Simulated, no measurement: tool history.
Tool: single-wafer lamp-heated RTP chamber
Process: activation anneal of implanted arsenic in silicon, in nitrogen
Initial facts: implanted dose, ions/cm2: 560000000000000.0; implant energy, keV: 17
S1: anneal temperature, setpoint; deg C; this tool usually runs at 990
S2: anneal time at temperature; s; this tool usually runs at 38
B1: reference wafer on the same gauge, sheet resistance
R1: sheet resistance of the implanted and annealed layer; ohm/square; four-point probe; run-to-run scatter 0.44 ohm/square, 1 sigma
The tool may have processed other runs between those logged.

run     day    S1  S2      B1      R1
  1   0.000   990  38  151.93  184.36
  2   1.462   990  38  151.95  183.79
      2.479  -- gauge calibrated
      2.917  -- pyrometer window cleaned and pyrometer calibrated
  3   2.942   990  38  152.01  185.59
  4   4.908   990  38  151.98  185.60
  5   6.154   990  55  152.03  182.54
  6   9.179   990  55  151.97  182.45
  7  11.508   990  24  152.11  187.84
     12.462  -- reflector plate cleaned
  8  12.638   990  24  151.90  187.38
  9  17.200   990  38  151.99  183.85
     19.146  -- pyrometer window cleaned and pyrometer calibrated
 10  19.167   990  38  151.96  185.93
 11  21.067   990  48  151.98  183.18
 12  22.938   990  48  151.94  184.34
 13  24.267   990  48  151.95  183.71
 14  26.496   990  38  151.95  184.88
 15  28.138   990  38  152.03  184.49
     28.775  -- reflector plate cleaned
 16  33.008   990  38  152.04  183.33
     34.554  -- pyrometer window cleaned and pyrometer calibrated
 17  35.842   990  38  152.04  185.42
 18  37.683  1004  52  151.99  180.33
 19  38.904   968  60  151.95  185.51
 20  41.521  1017  50  151.91  176.51
     42.700  -- reflector plate cleaned
 21  42.721   981  28  152.10  188.38
 22  44.658   980  21  152.00  189.83
 23  47.046  1017  50  151.93  175.45
     47.958  -- pyrometer window cleaned and pyrometer calibrated
 24  48.242   961  54  151.98  188.25
 25  51.033  1015  52  151.99  176.87
 26  52.504   990  26  151.99  188.54
 27  54.425  1018  30  151.99  181.53
     55.225  -- gauge calibrated
     56.138  -- reflector plate cleaned
 28  57.042  1004  58  152.01  177.15
 29  58.158   970  50  151.98  186.24
 30  59.521   965  38  152.01  188.91
     60.867  -- pyrometer window cleaned and pyrometer calibrated
 31  61.125   961  54  151.99  187.20
 32  67.196   999  38  152.00  182.85
 33  68.421   990  16  152.03  190.40
 34  71.125   990  58  151.98  180.10

Run 35 comes next. What will it give?
     72.342  -- reflector plate cleaned
 35  73.321  990  38   ?   ?

B1: 152.05
R1: 183.66 ohm/square
On a tool with no hidden condition, and with the same random variation, this run would have come out at R1 185.74 ohm/square.
